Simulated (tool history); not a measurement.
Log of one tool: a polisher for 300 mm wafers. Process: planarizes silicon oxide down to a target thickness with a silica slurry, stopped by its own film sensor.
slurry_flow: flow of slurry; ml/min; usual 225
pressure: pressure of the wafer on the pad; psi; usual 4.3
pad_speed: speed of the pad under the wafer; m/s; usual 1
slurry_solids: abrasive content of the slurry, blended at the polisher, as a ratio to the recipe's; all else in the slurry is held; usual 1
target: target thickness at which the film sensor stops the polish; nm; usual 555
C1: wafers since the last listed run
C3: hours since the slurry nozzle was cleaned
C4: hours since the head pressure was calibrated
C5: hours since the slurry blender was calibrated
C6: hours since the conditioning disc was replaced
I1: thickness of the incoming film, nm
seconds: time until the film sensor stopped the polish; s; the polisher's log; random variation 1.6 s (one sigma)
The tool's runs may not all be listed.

{"run": 1, "hour": 0.0, "slurry_flow": 225, "pressure": 4.3, "pad_speed": 1, "slurry_solids": 1, "target": 555, "C1": 0, "wafers polished on this pad": 1391, "C3": 430.8, "C4": 398, "C5": 277.3, "C6": 426.1, "I1": 918.1, "seconds": 105}
{"run": 2, "hour": 53.4, "slurry_flow": 225, "pressure": 4, "pad_speed": 1, "slurry_solids": 1, "target": 555, "C1": 267, "wafers polished on this pad": 1658, "C3": 484.2, "C4": 451.4, "C5": 330.7, "C6": 479.5, "I1": 925.5, "seconds": 111.9}
{"hour": 65.7, "done": "slurry nozzle cleaned"}
{"hour": 98.4, "done": "conditioning disc replaced and pad reconditioned"}
{"run": 3, "hour": 113.4, "slurry_flow": 225, "pressure": 4.3, "pad_speed": 1, "slurry_solids": 1, "target": 555, "C1": 285, "wafers polished on this pad": 1943, "C3": 47.7, "C4": 511.4, "C5": 390.7, "C6": 15, "I1": 916.6, "seconds": 103}
{"hour": 142.0, "done": "worn pad replaced by a new one"}
{"hour": 150.1, "done": "slurry blender recalibrated"}
{"run": 4, "hour": 171.8, "slurry_flow": 225, "pressure": 4.3, "pad_speed": 1, "slurry_solids": 1.2, "target": 622, "C1": 262, "wafers polished on this pad": 138, "C3": 106.1, "C4": 569.8, "C5": 21.7, "C6": 73.4, "I1": 929.3, "seconds": 81.5}
{"run": 5, "hour": 209.9, "slurry_flow": 180, "pressure": 4.3, "pad_speed": 1, "slurry_solids": 0.75, "target": 513, "C1": 190, "wafers polished on this pad": 329, "C3": 144.2, "C4": 607.9, "C5": 59.8, "C6": 111.5, "I1": 918.3, "seconds": 134.1}
{"run": 6, "hour": 279.8, "slurry_flow": 225, "pressure": 4.3, "pad_speed": 1, "slurry_solids": 1, "target": 555, "C1": 349, "wafers polished on this pad": 679, "C3": 214.1, "C4": 677.8, "C5": 129.7, "C6": 181.4, "I1": 917.8, "seconds": 102.5}
{"run": 7, "hour": 305.3, "slurry_flow": 250, "pressure": 3.5, "pad_speed": 1, "slurry_solids": 1.15, "target": 661, "C1": 127, "wafers polished on this pad": 806, "C3": 239.6, "C4": 703.3, "C5": 155.2, "C6": 206.9, "I1": 906.6, "seconds": 72}
{"run": 8, "hour": 365.6, "slurry_flow": 225, "pressure": 4.3, "pad_speed": 1, "slurry_solids": 1, "target": 555, "C1": 301, "wafers polished on this pad": 1108, "C3": 299.9, "C4": 763.6, "C5": 215.5, "C6": 267.2, "I1": 921.5, "seconds": 102.2}
{"run": 9, "hour": 399.1, "slurry_flow": 225, "pressure": 2.8, "pad_speed": 1, "slurry_solids": 1, "target": 555, "C1": 167, "wafers polished on this pad": 1275, "C3": 333.4, "C4": 797.1, "C5": 249, "C6": 300.7, "I1": 923.9, "seconds": 130.5}
{"run": 10, "hour": 427.5, "slurry_flow": 195, "pressure": 4.3, "pad_speed": 0.84, "slurry_solids": 1, "target": 555, "C1": 142, "wafers polished on this pad": 1417, "C3": 361.8, "C4": 825.5, "C5": 277.4, "C6": 329.1, "I1": 929.9, "seconds": 120.2}
{"run": 11, "hour": 498.7, "slurry_flow": 165, "pressure": 4.3, "pad_speed": 1, "slurry_solids": 1.2, "target": 483, "C1": 356, "wafers polished on this pad": 1773, "C3": 433, "C4": 896.7, "C5": 348.6, "C6": 400.3, "I1": 910.5, "seconds": 114.5}
{"hour": 532.4, "done": "conditioning disc replaced and pad reconditioned"}
{"hour": 542.3, "done": "slurry nozzle cleaned"}
{"hour": 558.2, "done": "worn pad replaced by a new one"}
{"run": 12, "hour": 558.7, "slurry_flow": 150, "pressure": 4.3, "pad_speed": 1, "slurry_solids": 1, "target": 555, "C1": 265, "wafers polished on this pad": 2, "C3": 16.4, "C4": 956.7, "C5": 408.6, "C6": 26.3, "I1": 933.3, "seconds": 109.9}
{"hour": 588.8, "done": "head pressure recalibrated"}
{"run": 13, "hour": 612.1, "slurry_flow": 225, "pressure": 4.3, "pad_speed": 1.18, "slurry_solids": 1.25, "target": 670, "C1": 257, "wafers polished on this pad": 259, "C3": 69.8, "C4": 23.3, "C5": 462, "C6": 79.7, "I1": 924.9, "seconds": 61.6}
{"hour": 650.1, "done": "slurry blender recalibrated"}
{"run": 14, "hour": 652.3, "slurry_flow": 225, "pressure": 4.3, "pad_speed": 1, "slurry_solids": 1.05, "target": 555, "C1": 191, "wafers polished on this pad": 450, "C3": 110, "C4": 63.5, "C5": 2.2, "C6": 119.9, "I1": 915.5, "seconds": 106.3}
{"run": 15, "hour": 712.6, "slurry_flow": 200, "pressure": 4.3, "pad_speed": 1, "slurry_solids": 1.25, "target": 555, "C1": 301, "wafers polished on this pad": 751, "C3": 170.3, "C4": 123.8, "C5": 62.5, "C6": 180.2, "I1": 910.3, "seconds": 94.3}
{"run": 16, "hour": 775.5, "slurry_flow": 225, "pressure": 4.3, "pad_speed": 1, "slurry_solids": 1, "target": 555, "C1": 314, "wafers polished on this pad": 1066, "C3": 233.2, "C4": 186.7, "C5": 125.4, "C6": 243.1, "I1": 909.8, "seconds": 103}
{"run": 17, "hour": 801.0, "slurry_flow": 260, "pressure": 4.3, "pad_speed": 1, "slurry_solids": 1, "target": 555, "C1": 127, "wafers polished on this pad": 1193, "C3": 258.7, "C4": 212.2, "C5": 150.9, "C6": 268.6, "I1": 923.2, "seconds": 106}
{"run": 18, "hour": 839.7, "slurry_flow": 225, "pressure": 4.3, "pad_speed": 1.26, "slurry_solids": 1, "target": 555, "C1": 193, "wafers polished on this pad": 1387, "C3": 297.4, "C4": 250.9, "C5": 189.6, "C6": 307.3, "I1": 928.7, "seconds": 92.7}
{"run": 19, "hour": 878.0, "slurry_flow": 225, "pressure": 5.7, "pad_speed": 1.32, "slurry_solids": 1, "target": 555, "C1": 191, "wafers polished on this pad": 1579, "C3": 335.7, "C4": 289.2, "C5": 227.9, "C6": 345.6, "I1": 932.5, "seconds": 76.6}
{"run": 20, "hour": 902.9, "slurry_flow": 200, "pressure": 4.3, "pad_speed": 1, "slurry_solids": 1.2, "target": 555, "C1": 124, "wafers polished on this pad": 1703, "C3": 360.6, "C4": 314.1, "C5": 252.8, "C6": 370.5, "I1": 939.2, "seconds": 105.3}
{"run": 21, "hour": 953.0, "slurry_flow": 185, "pressure": 3.7, "pad_speed": 1, "slurry_solids": 1.3, "target": 680, "C1": 250, "wafers polished on this pad": 1954, "C3": 410.7, "C4": 364.2, "C5": 302.9, "C6": 420.6, "I1": 911.1, "seconds": 67.3}
{"hour": 962.0, "done": "conditioning disc replaced and pad reconditioned"}
{"hour": 976.0, "done": "slurry nozzle cleaned"}
{"run": 22, "hour": 1021.9, "slurry_flow": 225, "pressure": 4.3, "pad_speed": 1, "slurry_solids": 1, "target": 555, "C1": 329, "wafers polished on this pad": 2283, "C3": 45.9, "C4": 433.1, "C5": 371.8, "C6": 59.9, "I1": 925.1, "seconds": 107.5}
{"hour": 1062.3, "done": "worn pad replaced by a new one"}
{"hour": 1068.0, "done": "slurry blender recalibrated"}
{"run": 23, "hour": 1080.3, "slurry_flow": 225, "pressure": 4.9, "pad_speed": 1, "slurry_solids": 1, "target": 555, "C1": 262, "wafers polished on this pad": 79, "C3": 104.3, "C4": 491.5, "C5": 12.3, "C6": 118.3, "I1": 923.6, "seconds": 100.1}
{"run": 24, "hour": 1115.1, "slurry_flow": 225, "pressure": 4.3, "pad_speed": 1, "slurry_solids": 1, "target": 555, "C1": 174, "wafers polished on this pad": 253, "C3": 139.1, "C4": 526.3, "C5": 47.1, "C6": 153.1, "I1": 907.3, "seconds": 102.4}
{"run": 25, "hour": 1163.4, "slurry_flow": 255, "pressure": 4.7, "pad_speed": 1, "slurry_solids": 1, "target": 555, "C1": 241, "wafers polished on this pad": 495, "C3": 187.4, "C4": 574.6, "C5": 95.4, "C6": 201.4, "I1": 934.6, "seconds": 103.2}

4 ways to go on from here, each from the tool as it stands after run 25. What would each give?
{"run": "A", "hour": 1163.9, "slurry_flow": 225, "pressure": 4.3, "pad_speed": 1, "slurry_solids": 1, "target": 555, "C1": 2, "wafers polished on this pad": 498, "C3": 187.9, "C4": 575.1, "C5": 95.9, "C6": 201.9, "I1": 918.9, "seconds": "?"}
{"run": "B", "hour": 1163.9, "slurry_flow": 290, "pressure": 4.3, "pad_speed": 0.84, "slurry_solids": 0.75, "target": 628, "C1": 2, "wafers polished on this pad": 498, "C3": 187.9, "C4": 575.1, "C5": 95.9, "C6": 201.9, "I1": 918.9, "seconds": "?"}
{"run": "C", "hour": 1163.9, "slurry_flow": 225, "pressure": 4.3, "pad_speed": 1, "slurry_solids": 1.3, "target": 555, "C1": 2, "wafers polished on this pad": 498, "C3": 187.9, "C4": 575.1, "C5": 95.9, "C6": 201.9, "I1": 918.9, "seconds": "?"}
{"run": "D", "hour": 1163.9, "slurry_flow": 225, "pressure": 4.3, "pad_speed": 1.34, "slurry_solids": 1, "target": 555, "C1": 2, "wafers polished on this pad": 498, "C3": 187.9, "C4": 575.1, "C5": 95.9, "C6": 201.9, "I1": 918.9, "seconds": "?"}

run=A seconds=104.6
run=B seconds=106.6
run=C seconds=93.5
run=D seconds=84.5
Without the tool's hidden state the same runs would have given:
run=A seconds=106
run=B seconds=108
run=C seconds=94.7
run=D seconds=85.6

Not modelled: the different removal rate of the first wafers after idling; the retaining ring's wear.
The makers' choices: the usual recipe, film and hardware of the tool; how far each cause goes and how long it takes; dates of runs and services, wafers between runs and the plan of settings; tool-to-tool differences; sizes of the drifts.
